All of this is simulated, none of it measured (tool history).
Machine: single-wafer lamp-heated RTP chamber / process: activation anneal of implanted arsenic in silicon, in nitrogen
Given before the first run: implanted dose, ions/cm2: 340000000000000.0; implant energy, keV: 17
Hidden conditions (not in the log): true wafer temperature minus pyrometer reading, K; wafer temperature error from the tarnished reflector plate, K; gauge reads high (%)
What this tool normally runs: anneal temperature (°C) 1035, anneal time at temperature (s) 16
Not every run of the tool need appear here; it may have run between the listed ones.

run,hour,anneal temperature (°C),anneal time at temperature (s),wafers since the last listed run,wafers since the last pyrometer calibration,wafers since the reflector plate was cleaned,hours since the gauge calibration,"read-back reference wafer on the same gauge, sheet resistance",sheet resistance of the implanted and annealed layer (ohm/square)
1,0,1035,16,0,8360,1352,0.1,257.99,269.06
# hour 77.2: pyrometer window cleaned and pyrometer calibrated
2,77.7,1035,16,1073,7,2426,77.8,257.95,271.21
3,96.9,1035,16,295,303,2722,97,257.99,271.22
4,168.4,1018,16,1101,1404,3823,168.5,257.99,274.02
5,205.8,1018,16,576,1980,4399,205.9,258,273.2
6,275.5,1035,22,1073,3054,5473,275.6,257.96,268.49
7,316.5,1035,20,631,3686,6105,316.6,257.97,268.65
8,369.7,1035,20,819,4505,6924,369.8,258.05,268.23
# hour 405.1: reflector plate cleaned
9,405.6,1035,20,429,4935,7,405.7,257.95,268.88
10,454.1,1035,16,747,5682,754,454.2,258.06,269.6
11,526,1035,16,1107,6790,1862,526.1,257.92,270.21
12,551.3,1035,16,389,7180,2251,551.4,258.05,269.75
13,592.4,1035,16,633,7813,2885,592.5,257.99,269.82
# hour 614.6: pyrometer window cleaned and pyrometer calibrated
14,634.7,1035,16,528,309,3413,634.8,257.95,271.12
15,700.1,1009,20,1007,1316,4421,700.2,257.92,273.16
16,727.5,1019,12,422,1738,4843,727.6,258.01,275.35
17,785.9,1035,10,899,2638,5742,786,258.03,273.45
18,840.8,1052,16,845,3484,6588,840.9,258,267.62
# hour 872.4: gauge calibrated
# hour 907: reflector plate cleaned
19,907.5,1024,19,904,4388,7,35.1,257.93,271.31
20,967.2,1053,16,919,5308,927,94.8,257.97,266.81
21,1004,1011,16,566,5875,1494,131.6,258.02,273.89
22,1097.2,1035,19,1435,7311,2930,224.8,258,268.02
23,1165.5,1035,16,1052,8363,3982,293.1,258.02,269.53
24,1191.1,1007,9,394,8757,4377,318.7,257.98,276.68
# hour 1224.8: pyrometer window cleaned and pyrometer calibrated
25,1235.7,1057,8,563,167,4940,363.3,258.02,272.67
26,1280.9,1035,16,696,863,5637,408.5,258.01,271.18
27,1311.3,1047,23,468,1331,6105,438.9,258,265.98
28,1352.7,1035,16,637,1969,6743,480.3,258.06,271.04
29,1406.9,1035,16,834,2804,7578,534.5,258.01,270.17

Results per run with the tool's hidden condition removed, run-to-run variation unchanged:
run,sheet resistance of the implanted and annealed layer (ohm/square)
1,270.9
2,271.3
3,271.31
4,274.13
5,273.35
6,268.85
7,269.11
8,268.87
9,269.66
10,270.49
11,271.46
12,271.13
13,271.46
14,271.21
15,273.26
16,275.47
17,273.64
18,268.06
19,271.86
20,267.76
21,274.57
22,269.58
23,271.39
24,277.81
25,272.88
26,271.43
27,266.35
28,271.36
29,270.59

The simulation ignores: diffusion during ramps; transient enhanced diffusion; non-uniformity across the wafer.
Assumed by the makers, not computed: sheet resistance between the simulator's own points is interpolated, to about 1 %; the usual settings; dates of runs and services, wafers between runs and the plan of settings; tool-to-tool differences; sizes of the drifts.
